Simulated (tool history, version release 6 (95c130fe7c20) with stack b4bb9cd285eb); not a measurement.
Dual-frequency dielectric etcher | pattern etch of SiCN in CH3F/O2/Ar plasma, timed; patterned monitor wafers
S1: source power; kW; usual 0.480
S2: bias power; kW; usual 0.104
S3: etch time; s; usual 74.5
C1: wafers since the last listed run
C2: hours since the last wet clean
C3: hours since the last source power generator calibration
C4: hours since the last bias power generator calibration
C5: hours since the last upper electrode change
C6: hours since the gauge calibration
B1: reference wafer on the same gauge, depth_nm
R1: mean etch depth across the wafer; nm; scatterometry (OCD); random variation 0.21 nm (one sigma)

| run | day | S1 | S2 | S3 | C1 | C2 | C3 | C4 | C5 | C6 | B1 | R1 |
|---|---|---|---|---|---|---|---|---|---|---|---|---|
| 1 | 0.000 | 0.480 | 0.104 | 59.5 | 0 | 462.7 | 3013.8 | 2960.4 | 3398.2 | 199.9 | 34.15 | 24.27 |
| 2 | 2.162 | 0.480 | 0.104 | 74.5 | 675 | 514.6 | 3065.7 | 3012.3 | 3450.1 | 251.8 | 34.19 | 30.66 |
| 3 | 2.712 | 0.480 | 0.104 | 74.5 | 171 | 527.8 | 3078.9 | 3025.5 | 3463.3 | 265.0 | 34.21 | 30.79 |
| 4 | 3.250 | 0.480 | 0.104 | 74.5 | 167 | 540.7 | 3091.8 | 3038.4 | 3476.2 | 277.9 | 34.19 | 30.46 |
| 5 | 3.729 | 0.480 | 0.104 | 74.5 | 149 | 552.2 | 3103.3 | 3049.9 | 3487.7 | 289.4 | 34.19 | 31.10 |
| 6 | 4.429 | 0.480 | 0.104 | 74.5 | 218 | 569.0 | 3120.1 | 3066.7 | 3504.5 | 306.2 | 34.16 | 30.41 |
| 7 | 4.704 | 0.540 | 0.088 | 74.5 | 85 | 575.6 | 3126.7 | 3073.3 | 3511.1 | 312.8 | 34.14 | 31.00 |
| 8 | 5.238 | 0.540 | 0.088 | 74.5 | 166 | 588.4 | 3139.5 | 3086.1 | 3523.9 | 325.6 | 34.15 | 30.93 |
|  | 6.079 | source power generator calibrated |
|  | 6.542 | wet clean of the chamber |
| 9 | 6.562 | 0.410 | 0.104 | 74.5 | 217 | 0.5 | 11.6 | 3117.9 | 3555.7 | 357.4 | 34.21 | 28.09 |
| 10 | 6.575 | 0.410 | 0.104 | 74.5 | 3 | 0.8 | 11.9 | 3118.2 | 3556.0 | 357.7 | 34.21 | 27.87 |
| 11 | 6.750 | 0.480 | 0.104 | 62.0 | 54 | 5.0 | 16.1 | 3122.4 | 3560.2 | 361.9 | 34.26 | 24.60 |
| 12 | 7.188 | 0.480 | 0.082 | 68.5 | 136 | 15.5 | 26.6 | 3132.9 | 3570.7 | 372.4 | 34.18 | 25.65 |
|  | 7.408 | gauge calibrated |
| 13 | 7.750 | 0.570 | 0.122 | 74.5 | 175 | 29.0 | 40.1 | 3146.4 | 3584.2 | 8.2 | 34.21 | 32.81 |
| 14 | 8.021 | 0.480 | 0.104 | 83.5 | 84 | 35.5 | 46.6 | 3152.9 | 3590.7 | 14.7 | 34.25 | 33.20 |
|  | 8.362 | bias power generator calibrated |
| 15 | 8.542 | 0.390 | 0.104 | 95.0 | 110 | 48.0 | 59.1 | 4.3 | 3603.2 | 27.2 | 34.21 | 34.80 |
|  | 9.717 | upper electrode replaced |
|  | 10.342 | wet clean of the chamber, repeated, since the last time left the tool worse |
| 16 | 10.362 | 0.570 | 0.112 | 61.5 | 61 | 0.5 | 102.8 | 48.0 | 15.5 | 70.9 | 34.17 | 28.30 |
| 17 | 10.375 | 0.430 | 0.121 | 67.0 | 3 | 0.8 | 103.1 | 48.3 | 15.8 | 71.2 | 34.18 | 28.51 |
| 18 | 10.392 | 0.480 | 0.115 | 88.5 | 5 | 1.2 | 103.5 | 48.7 | 16.2 | 71.6 | 34.17 | 38.54 |
| 19 | 10.508 | 0.480 | 0.104 | 66.5 | 36 | 4.0 | 106.3 | 51.5 | 19.0 | 74.4 | 34.15 | 28.01 |
| 20 | 10.875 | 0.480 | 0.104 | 68.5 | 114 | 12.8 | 115.1 | 60.3 | 27.8 | 83.2 | 34.25 | 29.13 |
| 21 | 11.404 | 0.480 | 0.104 | 97.0 | 165 | 25.5 | 127.8 | 73.0 | 40.5 | 95.9 | 34.19 | 41.34 |
| 22 | 11.671 | 0.480 | 0.111 | 94.5 | 83 | 31.9 | 134.2 | 79.4 | 46.9 | 102.3 | 34.19 | 40.85 |
| 23 | 12.021 | 0.430 | 0.111 | 74.5 | 109 | 40.3 | 142.6 | 87.8 | 55.3 | 110.7 | 34.15 | 31.07 |
| 24 | 12.475 | 0.480 | 0.104 | 74.5 | 141 | 51.2 | 153.5 | 98.7 | 66.2 | 121.6 | 34.25 | 31.79 |
| 25 | 13.183 | 0.590 | 0.083 | 65.5 | 221 | 68.2 | 170.5 | 115.7 | 83.2 | 138.6 | 34.25 | 28.70 |
| 26 | 13.767 | 0.480 | 0.085 | 88.5 | 182 | 82.2 | 184.5 | 129.7 | 97.2 | 152.6 | 34.19 | 35.71 |
| 27 | 14.092 | 0.370 | 0.104 | 92.0 | 101 | 90.0 | 192.3 | 137.5 | 105.0 | 160.4 | 34.19 | 35.11 |
| 28 | 14.771 | 0.480 | 0.104 | 74.5 | 212 | 106.3 | 208.6 | 153.8 | 121.3 | 176.7 | 34.20 | 31.75 |
| 29 | 15.438 | 0.570 | 0.104 | 59.5 | 208 | 122.3 | 224.6 | 169.8 | 137.3 | 192.7 | 34.20 | 26.92 |

5 ways to go on from here, each from the tool as it stands after run 29. What would each give?
| A | 15.454 | 0.480 | 0.104 | 74.5 | 5 | 122.7 | 225.0 | 170.2 | 137.7 | 193.1 | ? | ? |
| B | 15.454 | 0.420 | 0.080 | 84.0 | 5 | 122.7 | 225.0 | 170.2 | 137.7 | 193.1 | ? | ? |
| C | 15.454 | 0.580 | 0.115 | 59.5 | 5 | 122.7 | 225.0 | 170.2 | 137.7 | 193.1 | ? | ? |
| D | 15.454 | 0.520 | 0.080 | 83.0 | 5 | 122.7 | 225.0 | 170.2 | 137.7 | 193.1 | ? | ? |
| E | 15.454 | 0.480 | 0.115 | 80.5 | 5 | 122.7 | 225.0 | 170.2 | 137.7 | 193.1 | ? | ? |

| run | B1 | R1 |
|---|---|---|
| A | 34.21 | 31.88 |
| B | 34.21 | 32.21 |
| C | 34.21 | 28.06 |
| D | 34.21 | 34.62 |
| E | 34.21 | 35.28 |
Without the tool's hidden state the same runs would have given:
| run | R1 |
|---|---|
| A | 31.95 |
| B | 32.28 |
| C | 28.12 |
| D | 34.69 |
| E | 35.36 |

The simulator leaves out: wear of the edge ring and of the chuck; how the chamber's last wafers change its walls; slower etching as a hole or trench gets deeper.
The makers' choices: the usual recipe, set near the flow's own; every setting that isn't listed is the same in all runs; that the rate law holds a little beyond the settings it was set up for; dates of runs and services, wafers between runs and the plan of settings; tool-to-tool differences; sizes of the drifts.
